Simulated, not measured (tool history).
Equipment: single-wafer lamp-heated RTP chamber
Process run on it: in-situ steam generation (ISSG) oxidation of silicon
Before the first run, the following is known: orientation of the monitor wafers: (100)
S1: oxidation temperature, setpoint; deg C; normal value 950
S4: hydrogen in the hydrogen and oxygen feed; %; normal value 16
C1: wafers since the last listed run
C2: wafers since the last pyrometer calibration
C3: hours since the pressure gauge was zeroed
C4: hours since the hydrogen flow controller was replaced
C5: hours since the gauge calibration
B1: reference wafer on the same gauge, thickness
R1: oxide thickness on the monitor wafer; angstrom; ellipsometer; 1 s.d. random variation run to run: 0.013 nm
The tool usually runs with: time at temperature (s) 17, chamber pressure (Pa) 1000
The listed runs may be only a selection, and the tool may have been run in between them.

Run 1, hour 0.0: usual settings but S1 962 deg C, time at temperature (s) 18; C1 0; C2 360; C3 2731.7; C4 4834.4; C5 70.7; B1 4.299. Result: R1 40.01 angstrom.
Run 2, hour 8.5: usual settings but S1 962 deg C, time at temperature (s) 18; C1 161; C2 521; C3 2740.2; C4 4842.9; C5 79.2; B1 4.297. Result: R1 40.07 angstrom.
Run 3, hour 21.3: usual settings; C1 242; C2 764; C3 2753.0; C4 4855.7; C5 92.0; B1 4.302. Result: R1 38.05 angstrom.
Run 4, hour 58.0: usual settings; C1 695; C2 1460; C3 2789.7; C4 4892.4; C5 128.7; B1 4.295. Result: R1 38.35 angstrom.
Run 5, hour 65.8: usual settings; C1 147; C2 1608; C3 2797.5; C4 4900.2; C5 136.5; B1 4.299. Result: R1 38.13 angstrom.
At hour 74.4: pyrometer window cleaned and pyrometer calibrated.
At hour 86.4: hydrogen flow controller replaced.
At hour 93.4: pressure gauge zeroed.
Run 6, hour 93.9: usual settings but S4 21 %; C1 97; C2 85; C3 0.5; C4 7.5; C5 164.6; B1 4.300. Result: R1 40.50 angstrom.
Run 7, hour 97.8: usual settings but S4 21 %; C1 73; C2 159; C3 4.4; C4 11.4; C5 168.5; B1 4.295. Result: R1 40.23 angstrom.
Run 8, hour 107.8: usual settings but time at temperature (s) 21; C1 189; C2 349; C3 14.4; C4 21.4; C5 178.5; B1 4.298. Result: R1 41.01 angstrom.
At hour 108.4: gauge calibrated.
Run 9, hour 121.2: usual settings but S1 942 deg C, S4 21 %; C1 254; C2 603; C3 27.8; C4 34.8; C5 12.8; B1 4.294. Result: R1 39.44 angstrom.
Run 10, hour 130.9: usual settings but time at temperature (s) 15, chamber pressure (Pa) 1093, S4 22 %; C1 183; C2 787; C3 37.5; C4 44.5; C5 22.5; B1 4.300. Result: R1 39.02 angstrom.
At hour 153.2: pyrometer window cleaned and pyrometer calibrated.
Run 11, hour 153.7: usual settings; C1 280; C2 9; C3 60.3; C4 67.3; C5 45.3; B1 4.297. Result: R1 37.41 angstrom.
Run 12, hour 156.6: usual settings but S1 961 deg C; C1 54; C2 64; C3 63.2; C4 70.2; C5 48.2; B1 4.298. Result: R1 38.88 angstrom.
Run 13, hour 165.3: usual settings but S1 942 deg C, chamber pressure (Pa) 920, S4 11 %; C1 164; C2 229; C3 71.9; C4 78.9; C5 56.9; B1 4.300. Result: R1 33.74 angstrom.
Run 14, hour 176.8: usual settings but S1 958 deg C, time at temperature (s) 11, chamber pressure (Pa) 1107; C1 218; C2 447; C3 83.4; C4 90.4; C5 68.4; B1 4.297. Result: R1 32.44 angstrom.
Run 15, hour 186.6: usual settings but S1 955 deg C, time at temperature (s) 22, chamber pressure (Pa) 920, S4 23 %; C1 185; C2 632; C3 93.2; C4 100.2; C5 78.2; B1 4.301. Result: R1 46.15 angstrom.
Run 16, hour 199.0: usual settings but chamber pressure (Pa) 1147, S4 11 %; C1 235; C2 868; C3 105.6; C4 112.6; C5 90.6; B1 4.298. Result: R1 35.05 angstrom.

Subtracting, for every run, the result it would have given without the tool's unlogged condition from the measured result gives the following. The same run-to-run variation enters both numbers; the gauge's scatter may not:
The hidden state here: true wafer temperature minus pyrometer reading, K; true pressure minus gauge reading, Torr; deviation of the hydrogen flow from its setpoint, %; gauge reads high (%).
run     R1
  1  +0.19
  2  +0.26
  3  +0.32
  4  +0.60
  5  +0.65
  6  +0.20
  7  +0.23
  8  +0.34
  9  +0.39
 10  +0.45
 11  +0.04
 12  +0.07
 13  +0.10
 14  +0.16
 15  +0.39
 16  +0.34

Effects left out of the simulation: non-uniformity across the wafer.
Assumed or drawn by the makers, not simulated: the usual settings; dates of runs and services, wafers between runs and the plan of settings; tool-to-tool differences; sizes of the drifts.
